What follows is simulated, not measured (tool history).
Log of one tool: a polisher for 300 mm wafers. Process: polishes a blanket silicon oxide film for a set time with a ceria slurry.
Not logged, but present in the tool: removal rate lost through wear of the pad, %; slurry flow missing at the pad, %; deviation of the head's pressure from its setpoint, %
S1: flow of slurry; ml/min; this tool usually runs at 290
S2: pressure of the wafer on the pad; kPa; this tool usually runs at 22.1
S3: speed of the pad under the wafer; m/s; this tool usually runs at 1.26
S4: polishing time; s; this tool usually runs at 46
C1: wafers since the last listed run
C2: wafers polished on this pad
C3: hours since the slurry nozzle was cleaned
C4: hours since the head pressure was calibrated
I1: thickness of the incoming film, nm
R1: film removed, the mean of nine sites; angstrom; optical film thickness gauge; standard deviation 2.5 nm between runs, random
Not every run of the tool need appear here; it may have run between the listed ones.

run,hour,S1,S2,S3,S4,C1,C2,C3,C4,I1,R1
1,0.0,255,22.1,1.46,46,0,655,206.3,757.2,1266.8,3016
2,22.9,255,22.1,1.46,46,227,883,229.2,780.1,1251.2,2963
3,56.3,255,22.1,1.46,46,331,1215,262.6,813.5,1265.1,2948
# hour 91.7: worn pad replaced by a new one
4,92.2,290,25.5,1.26,46,317,5,298.5,849.4,1256.2,3116
5,103.4,290,22.1,1.02,36,111,116,309.7,860.6,1284.7,1713
6,137.3,290,22.1,1.02,36,336,453,343.6,894.5,1270.3,1652
7,173.1,290,22.1,1.02,36,355,808,379.4,930.3,1257.4,1674
8,203.1,325,22.1,1.26,46,298,1107,409.4,960.3,1282.0,2586
9,232.4,325,22.1,1.26,46,291,1398,438.7,989.6,1272.0,2525
# hour 247.0: worn pad replaced by a new one
10,252.5,325,22.1,1.26,46,159,54,458.8,1009.7,1261.0,2654
11,275.9,290,19.3,1.52,46,232,287,482.2,1033.1,1295.6,2780
12,296.4,290,19.3,1.52,46,203,491,502.7,1053.6,1273.1,2801
# hour 360.4: head pressure recalibrated
13,380.1,290,19.3,1.52,46,811,1302,586.4,19.7,1286.3,2703
14,393.1,290,22.1,1.26,33,129,1432,599.4,32.7,1284.5,1837
# hour 427.3: worn pad replaced by a new one
15,427.8,330,29.0,1.26,46,305,4,634.1,67.4,1295.1,3548
16,454.2,240,22.1,0.98,57,262,267,660.5,93.8,1288.7,2471
17,553.2,290,26.2,1.26,56,983,1251,759.5,192.8,1275.0,3701
18,576.0,260,22.1,1.56,59,226,1477,782.3,215.6,1270.2,3950
# hour 581.9: worn pad replaced by a new one
19,596.2,290,22.1,1.26,46,160,141,802.5,235.8,1285.1,2582
# hour 634.7: slurry nozzle cleaned
20,665.8,290,22.1,0.96,46,681,823,31.1,305.4,1274.5,1998
# hour 735.9: worn pad replaced by a new one
21,750.6,340,22.1,1.66,59,802,146,115.9,390.2,1262.6,4627
22,782.9,290,15.9,0.88,32,320,467,148.2,422.5,1250.9,925
23,807.9,250,25.5,1.46,46,248,715,173.2,447.5,1272.1,3476
24,835.0,290,22.1,1.26,46,269,985,200.3,474.6,1254.5,2633
25,864.9,250,22.1,1.50,36,297,1282,230.2,504.5,1265.5,2338
26,880.0,255,26.2,1.52,60,150,1432,245.3,519.6,1272.3,4761

Entry by entry between the runs, the difference in hidden state between the last listed run before and the first listed run after:
Run 3 -> run 4: worn pad replaced by a new one (hour 91.7)
  removal rate lost through wear of the pad, %: 3.65 -> 0.301; slurry flow missing at the pad, %: 32.4 -> 34.3
  the result without the hidden state subtracted from the measured one, R1: -200 -> -99 angstrom
Run 9 -> run 10: worn pad replaced by a new one (hour 247.0)
  removal rate lost through wear of the pad, %: 3.94 -> 0.452; slurry flow missing at the pad, %: 39.9 -> 40.4
  the result without the hidden state subtracted from the measured one, R1: -189 -> -101 angstrom
Run 12 -> run 13: head pressure recalibrated (hour 360.4)
  removal rate lost through wear of the pad, %: 2.39 -> 3.72; slurry flow missing at the pad, %: 41.5 -> 43.2
  the result without the hidden state subtracted from the measured one, R1: -176 -> -215 angstrom
Run 14 -> run 15: worn pad replaced by a new one (hour 427.3)
  removal rate lost through wear of the pad, %: 3.8 -> 0.154; slurry flow missing at the pad, %: 43.4 -> 43.9
  the result without the hidden state subtracted from the measured one, R1: -149 -> -137 angstrom
Run 18 -> run 19: worn pad replaced by a new one (hour 581.9)
  removal rate lost through wear of the pad, %: 3.84 -> 1.77; slurry flow missing at the pad, %: 45.4 -> 45.6
  the result without the hidden state subtracted from the measured one, R1: -345 -> -159 angstrom
Run 19 -> run 20: slurry nozzle cleaned (hour 634.7)
  removal rate lost through wear of the pad, %: 1.77 -> 3.97; slurry flow missing at the pad, %: 45.6 -> 5.63
  the result without the hidden state subtracted from the measured one, R1: -159 -> -91 angstrom
Run 20 -> run 21: worn pad replaced by a new one (hour 735.9)
  removal rate lost through wear of the pad, %: 3.97 -> 1.53; slurry flow missing at the pad, %: 5.63 -> 16.2
  the result without the hidden state subtracted from the measured one, R1: -91 -> -120 angstrom
